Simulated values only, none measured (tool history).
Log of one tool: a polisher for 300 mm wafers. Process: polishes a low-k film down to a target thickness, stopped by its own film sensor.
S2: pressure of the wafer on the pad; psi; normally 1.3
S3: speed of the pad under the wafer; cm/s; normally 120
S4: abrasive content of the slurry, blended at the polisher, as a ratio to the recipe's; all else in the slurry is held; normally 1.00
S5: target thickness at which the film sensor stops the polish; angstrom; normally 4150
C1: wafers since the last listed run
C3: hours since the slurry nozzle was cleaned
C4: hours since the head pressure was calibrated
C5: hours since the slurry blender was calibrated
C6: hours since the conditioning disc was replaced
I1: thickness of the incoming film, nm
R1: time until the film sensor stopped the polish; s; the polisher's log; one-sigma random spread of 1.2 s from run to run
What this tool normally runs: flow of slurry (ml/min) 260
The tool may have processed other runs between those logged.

run 1 hour=0.0 | flow_of_slurry_(ml/min)=260 S2=1.1 S3=120 S4=0.85 S5=4150 | C1=0 wafers_polished_on_this_pad=922 C3=259.0 C4=114.4 C5=254.3 C6=392.2 | I1=441.9 | R1=91.4
run 2 hour=6.9 | flow_of_slurry_(ml/min)=260 S2=1.3 S3=120 S4=1.00 S5=4150 | C1=40 wafers_polished_on_this_pad=962 C3=265.9 C4=121.3 C5=261.2 C6=399.1 | I1=455.9 | R1=114.2
run 3 hour=21.6 | flow_of_slurry_(ml/min)=260 S2=1.3 S3=120 S4=1.00 S5=4150 | C1=86 wafers_polished_on_this_pad=1049 C3=280.6 C4=136.0 C5=275.9 C6=413.8 | I1=446.9 | R1=87.3
run 4 hour=29.1 | flow_of_slurry_(ml/min)=260 S2=1.3 S3=120 S4=1.00 S5=4150 | C1=44 wafers_polished_on_this_pad=1093 C3=288.1 C4=143.5 C5=283.4 C6=421.3 | I1=449.7 | R1=95.4
-- hour=40.7 worn pad replaced by a new one
run 5 hour=44.7 | flow_of_slurry_(ml/min)=335 S2=1.3 S3=120 S4=1.25 S5=4150 | C1=68 wafers_polished_on_this_pad=23 C3=303.7 C4=159.1 C5=299.0 C6=436.9 | I1=447.1 | R1=78.4
-- hour=49.5 conditioning disc replaced and pad reconditioned
run 6 hour=56.7 | flow_of_slurry_(ml/min)=260 S2=1.3 S3=120 S4=1.00 S5=4110 | C1=58 wafers_polished_on_this_pad=82 C3=315.7 C4=171.1 C5=311.0 C6=7.2 | I1=446.4 | R1=95.0
run 7 hour=73.3 | flow_of_slurry_(ml/min)=310 S2=1.3 S3=120 S4=1.25 S5=4150 | C1=97 wafers_polished_on_this_pad=180 C3=332.3 C4=187.7 C5=327.6 C6=23.8 | I1=452.4 | R1=92.2
run 8 hour=90.8 | flow_of_slurry_(ml/min)=235 S2=1.7 S3=88 S4=1.15 S5=4150 | C1=102 wafers_polished_on_this_pad=282 C3=349.8 C4=205.2 C5=345.1 C6=41.3 | I1=442.9 | R1=70.5
run 9 hour=98.9 | flow_of_slurry_(ml/min)=290 S2=1.3 S3=142 S4=1.10 S5=4260 | C1=47 wafers_polished_on_this_pad=330 C3=357.9 C4=213.3 C5=353.2 C6=49.4 | I1=450.1 | R1=55.3
run 10 hour=108.4 | flow_of_slurry_(ml/min)=260 S2=1.8 S3=82 S4=1.00 S5=4150 | C1=55 wafers_polished_on_this_pad=386 C3=367.4 C4=222.8 C5=362.7 C6=58.9 | I1=445.8 | R1=79.7
run 11 hour=118.8 | flow_of_slurry_(ml/min)=330 S2=1.6 S3=142 S4=1.00 S5=4150 | C1=61 wafers_polished_on_this_pad=447 C3=377.8 C4=233.2 C5=373.1 C6=69.3 | I1=450.2 | R1=66.2
-- hour=122.4 slurry blender recalibrated
run 12 hour=129.7 | flow_of_slurry_(ml/min)=225 S2=1.3 S3=146 S4=1.10 S5=4240 | C1=52 wafers_polished_on_this_pad=499 C3=388.7 C4=244.1 C5=7.3 C6=80.2 | I1=457.5 | R1=78.4
run 13 hour=137.5 | flow_of_slurry_(ml/min)=260 S2=1.3 S3=120 S4=1.00 S5=4150 | C1=45 wafers_polished_on_this_pad=545 C3=396.5 C4=251.9 C5=15.1 C6=88.0 | I1=449.7 | R1=95.4
run 14 hour=143.9 | flow_of_slurry_(ml/min)=230 S2=1.3 S3=120 S4=1.00 S5=4150 | C1=37 wafers_polished_on_this_pad=583 C3=402.9 C4=258.3 C5=21.5 C6=94.4 | I1=449.9 | R1=97.6
run 15 hour=152.6 | flow_of_slurry_(ml/min)=260 S2=1.3 S3=120 S4=1.00 S5=4150 | C1=51 wafers_polished_on_this_pad=634 C3=411.6 C4=267.0 C5=30.2 C6=103.1 | I1=447.9 | R1=90.4
-- hour=159.7 slurry nozzle cleaned
run 16 hour=160.2 | flow_of_slurry_(ml/min)=295 S2=1.0 S3=120 S4=1.00 S5=4200 | C1=38 wafers_polished_on_this_pad=673 C3=0.5 C4=274.6 C5=37.8 C6=110.7 | I1=451.6 | R1=113.9
run 17 hour=167.5 | flow_of_slurry_(ml/min)=260 S2=1.1 S3=120 S4=0.85 S5=4150 | C1=42 wafers_polished_on_this_pad=716 C3=7.8 C4=281.9 C5=45.1 C6=118.0 | I1=449.1 | R1=119.5
run 18 hour=174.9 | flow_of_slurry_(ml/min)=320 S2=1.3 S3=120 S4=1.20 S5=4270 | C1=43 wafers_polished_on_this_pad=759 C3=15.2 C4=289.3 C5=52.5 C6=125.4 | I1=444.5 | R1=43.8
run 19 hour=187.1 | flow_of_slurry_(ml/min)=300 S2=1.8 S3=120 S4=0.90 S5=4150 | C1=71 wafers_polished_on_this_pad=831 C3=27.4 C4=301.5 C5=64.7 C6=137.6 | I1=447.8 | R1=68.2
run 20 hour=201.6 | flow_of_slurry_(ml/min)=260 S2=1.6 S3=120 S4=1.10 S5=4090 | C1=85 wafers_polished_on_this_pad=916 C3=41.9 C4=316.0 C5=79.2 C6=152.1 | I1=445.8 | R1=79.9
run 21 hour=211.6 | flow_of_slurry_(ml/min)=260 S2=1.3 S3=120 S4=1.20 S5=4150 | C1=58 wafers_polished_on_this_pad=975 C3=51.9 C4=326.0 C5=89.2 C6=162.1 | I1=446.1 | R1=77.7
run 22 hour=225.8 | flow_of_slurry_(ml/min)=260 S2=1.5 S3=92 S4=1.00 S5=4150 | C1=83 wafers_polished_on_this_pad=1059 C3=66.1 C4=340.2 C5=103.4 C6=176.3 | I1=457.3 | R1=122.0
run 23 hour=234.1 | flow_of_slurry_(ml/min)=260 S2=1.5 S3=120 S4=0.80 S5=4150 | C1=48 wafers_polished_on_this_pad=1108 C3=74.4 C4=348.5 C5=111.7 C6=184.6 | I1=454.2 | R1=101.7
-- hour=240.8 worn pad replaced by a new one
run 24 hour=248.0 | flow_of_slurry_(ml/min)=230 S2=1.6 S3=104 S4=1.25 S5=4150 | C1=58 wafers_polished_on_this_pad=42 C3=88.3 C4=362.4 C5=125.6 C6=198.5 | I1=455.2 | R1=92.3
run 25 hour=265.8 | flow_of_slurry_(ml/min)=260 S2=1.0 S3=120 S4=1.00 S5=4150 | C1=104 wafers_polished_on_this_pad=147 C3=106.1 C4=380.2 C5=143.4 C6=216.3 | I1=450.3 | R1=126.6
run 26 hour=274.3 | flow_of_slurry_(ml/min)=260 S2=1.1 S3=136 S4=1.00 S5=4150 | C1=49 wafers_polished_on_this_pad=197 C3=114.6 C4=388.7 C5=151.9 C6=224.8 | I1=444.4 | R1=88.2

Run 27 comes next. What will it give?
run 27 hour=287.7 | flow_of_slurry_(ml/min)=260 S2=1.5 S3=120 S4=1.00 S5=4250 | C1=78 wafers_polished_on_this_pad=275 C3=128.0 C4=402.1 C5=165.3 C6=238.2 | I1=443.6 | R1=?

R1: 44.6 s
The same run, on a tool lacking any hidden state, would have yielded R1 44.6 s.

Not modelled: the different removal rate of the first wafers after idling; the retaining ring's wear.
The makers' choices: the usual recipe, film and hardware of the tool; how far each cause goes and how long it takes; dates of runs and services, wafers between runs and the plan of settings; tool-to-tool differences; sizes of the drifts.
